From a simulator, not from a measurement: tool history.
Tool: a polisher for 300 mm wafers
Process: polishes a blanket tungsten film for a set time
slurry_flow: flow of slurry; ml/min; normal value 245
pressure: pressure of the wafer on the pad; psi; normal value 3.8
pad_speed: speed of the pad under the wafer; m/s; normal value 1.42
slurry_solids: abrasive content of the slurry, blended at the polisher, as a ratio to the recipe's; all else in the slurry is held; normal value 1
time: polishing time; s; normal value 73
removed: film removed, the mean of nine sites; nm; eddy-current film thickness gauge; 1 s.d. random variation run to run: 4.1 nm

run,day,slurry_flow,pressure,pad_speed,slurry_solids,time,"incoming thickness of the incoming film, nm",removed
1,0,245,3.8,1.42,1,73,1434.4,439.7
2,0.438,245,3.8,1.42,1,73,1456.3,432.9
3,1.058,245,3.8,1.42,1,73,1453.1,433
4,1.521,245,3.8,1.42,0.85,73,1449.1,415.2
5,1.892,245,3.8,1.42,0.95,73,1434.1,429
6,2.462,245,3.8,1.42,0.95,73,1422.8,427.8
7,2.775,245,3.8,1.42,1,73,1431.8,442.9
# day 3.154: slurry nozzle cleaned
# day 3.5: head pressure recalibrated
8,3.521,245,3.8,1.42,1,73,1440.1,436.3
9,4.183,245,3.8,1.42,1,73,1404.7,440.8
10,4.767,245,3.8,1.42,1,73,1428.7,437.5
11,5.288,245,3.8,1.42,0.8,73,1451.8,395.6
# day 5.367: slurry tank refilled with fresh slurry and peroxide
# day 6.154: worn pad replaced by a new one
12,7.162,320,2.8,1.84,1,65,1431.5,382.4
13,7.462,305,3.8,1.88,0.9,73,1434.5,558.3
14,7.858,245,3.8,1.42,1,73,1429.4,434.2
15,8.171,245,3.8,1.42,1,73,1433.8,440.1
16,8.625,245,3.8,1.58,1,73,1432.2,481.8
17,9.058,245,3.8,1.42,1,73,1416.9,436.7
# day 9.188: slurry blender recalibrated
18,9.45,245,3.8,1.28,1,73,1455.3,396.9
19,10.346,220,3.8,1.42,1,73,1450.2,434.8
20,10.8,245,4.2,1.42,1,73,1431.5,484.9
# day 11.592: worn pad replaced by a new one
21,11.612,245,3.8,1.42,1,73,1442.6,430.7
22,11.975,245,3.8,1.42,1,73,1431.1,442.6
# day 12.05: slurry tank refilled with fresh slurry and peroxide
23,12.579,245,3.2,1,0.85,86,1435,291.9
24,13.104,245,3.8,1.72,0.8,73,1421.2,478.7
25,13.446,245,3.5,1.42,1,73,1411.2,402.4
26,13.954,245,4.3,1.16,0.75,73,1419,357.9
27,14.554,245,3.8,1.02,0.85,73,1460.2,293.5

4 options for the next run, each taken on its own from the tool as it stands now. Forecast them:
A,14.571,245,3.8,1.42,1,73,1407.7,?
B,14.571,270,3.8,1.42,1,63,1407.7,?
C,14.571,290,3.8,0.94,1,73,1407.7,?
D,14.571,245,3.8,1.42,1.2,61,1407.7,?

run,removed
A,437.3
B,381
C,294.1
D,392
Stripped of hidden state, with their random variation kept, the same runs would have yielded:
run,removed
A,437.3
B,381
C,294.1
D,392
